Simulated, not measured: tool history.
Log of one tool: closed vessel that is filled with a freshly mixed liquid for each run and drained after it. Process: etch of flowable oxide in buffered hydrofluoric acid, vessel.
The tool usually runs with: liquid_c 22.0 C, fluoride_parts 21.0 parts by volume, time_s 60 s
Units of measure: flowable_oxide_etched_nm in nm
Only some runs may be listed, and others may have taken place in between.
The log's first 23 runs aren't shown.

run,hour,liquid_c,fluoride_parts,time_s,wafers since the last listed run,hours since the thermometer was replaced,hours since the hydrofluoric acid flow meter was replaced,hours since the gauge calibration,"read-back film thickness of the flowable oxide reference wafer, read on the same gauge (nm)",flowable_oxide_etched_nm
24,1444.4,18.0,21.0,85,5690,608.1,1256.3,804.9,79.99,109.90
# hour 1449.4: hydrofluoric acid flow meter replaced
25,1479.9,18.5,21.0,60,4031,643.6,30.5,840.4,79.98,79.82
26,1530.7,22.0,21.0,60,5936,694.4,81.3,891.2,80.04,96.72
27,1594.3,22.0,21.0,60,7431,758.0,144.9,954.8,79.98,95.90
28,1645.1,22.0,21.0,60,5936,808.8,195.7,1005.6,80.00,96.05
29,1670.9,24.5,21.0,30,3014,834.6,221.5,1031.4,80.00,54.94
30,1733.2,22.0,29.0,60,7279,896.9,283.8,1093.7,79.99,76.64
31,1798.8,23.5,13.0,80,7665,962.5,349.4,1159.3,79.99,219.57
32,1856.6,20.5,28.0,40,6754,1020.3,407.2,1217.1,80.03,48.65
33,1919.7,18.5,17.5,30,7373,1083.4,470.3,1280.2,80.00,46.12
34,2084.5,26.5,15.5,40,19257,1248.2,635.1,1445.0,80.01,107.91

3 options for the next run, each taken on its own from the tool as it stands now. Forecast them:
A,2085.2,22.0,21.0,60,81,1248.9,635.8,1445.7,?,?
B,2085.2,26.0,29.0,50,81,1248.9,635.8,1445.7,?,?
C,2085.2,17.0,27.0,95,81,1248.9,635.8,1445.7,?,?

run,"read-back film thickness of the flowable oxide reference wafer, read on the same gauge (nm)",flowable_oxide_etched_nm
A,80.02,94.31
B,80.02,78.45
C,80.02,94.55
Stripped of hidden state, with their random variation kept, the same runs would have yielded:
run,flowable_oxide_etched_nm
A,97.73
B,81.23
C,98.09

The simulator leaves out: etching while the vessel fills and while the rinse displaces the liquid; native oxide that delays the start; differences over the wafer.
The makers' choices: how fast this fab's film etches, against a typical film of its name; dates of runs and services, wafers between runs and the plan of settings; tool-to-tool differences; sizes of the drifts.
